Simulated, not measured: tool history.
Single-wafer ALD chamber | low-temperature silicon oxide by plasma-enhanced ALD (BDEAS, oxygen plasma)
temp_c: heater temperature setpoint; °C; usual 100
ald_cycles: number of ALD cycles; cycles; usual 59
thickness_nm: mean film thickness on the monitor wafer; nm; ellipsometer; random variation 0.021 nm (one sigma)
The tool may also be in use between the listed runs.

run	hour	temp_c	ald_cycles	read-back reference wafer on the same gauge, thickness_nm	thickness_nm
1	0	106	59	9.537	8.363
2	67.1	106	59	9.539	8.364
3	110.3	100	59	9.533	8.473
4	179.6	100	59	9.54	8.457
5	210.2	100	59	9.532	8.425
6	281.7	100	59	9.543	8.46
7	458.4	100	59	9.54	8.41
8	528.9	100	59	9.542	8.418
9	562.4	100	59	9.536	8.453
10	601.4	94	59	9.541	8.543
11	646.7	92	59	9.554	8.603
12	679.9	92	59	9.541	8.57
13	705.8	100	64	9.526	9.156
14	730	100	64	9.544	9.162
15	758.5	100	59	9.552	8.427
16	802.5	100	59	9.535	8.447
17	850.7	100	59	9.542	8.399
18	903.5	100	59	9.537	8.434
19	928.1	100	59	9.549	8.432
20	990.1	100	59	9.541	8.432
21	1058.5	86	59	9.531	8.773
22	1125.5	100	59	9.546	8.364
23	1178.7	111	49	9.542	6.841
24	1226.9	100	59	9.546	8.404
# hour 1278.9: thermocouple changed; heater temperature recalibrated
25	1279.4	110	49	9.536	6.936
26	1306.7	88	69	9.542	10.359
27	1370	100	48	9.543	6.94
28	1409.1	112	59	9.541	8.331
29	1464.3	90	67	9.542	10.023
30	1494.2	115	67	9.539	9.358
31	1632.4	100	59	9.534	8.472
32	1700	93	55	9.54	8.127
# hour 1750.3: gauge calibrated
33	1756.5	100	59	9.536	8.475
34	1795.9	105	68	9.533	9.715
35	1866.7	107	59	9.542	8.359
36	2081.5	94	69	9.544	10.057
37	2132.4	113	68	9.543	9.531
38	2161.9	100	59	9.538	8.491
39	2192.8	89	68	9.54	10.127
40	2237.6	90	62	9.534	9.16
41	2303.7	108	68	9.543	9.608

Measured less the same run without the tool's hidden state. The same run-to-run variation is in both; the gauge's scatter may not be:
The hidden state here: wafer temperature above the value expected at the setpoint (K); gauge reads high (%).
run	thickness_nm
1	-0.053
2	-0.055
3	-0.057
4	-0.059
5	-0.06
6	-0.063
7	-0.069
8	-0.071
9	-0.073
10	-0.147
11	-0.15
12	-0.152
13	-0.084
14	-0.084
15	-0.079
16	-0.081
17	-0.082
18	-0.084
19	-0.085
20	-0.087
21	-0.179
22	-0.091
23	-0.077
24	-0.095
25	+0
26	-0.002
27	-0.002
28	-0.005
29	-0.014
30	-0.008
31	-0.012
32	-0.027
33	-0.016
34	-0.021
35	-0.02
36	-0.064
37	-0.034
38	-0.03
39	-0.073
40	-0.068
41	-0.04
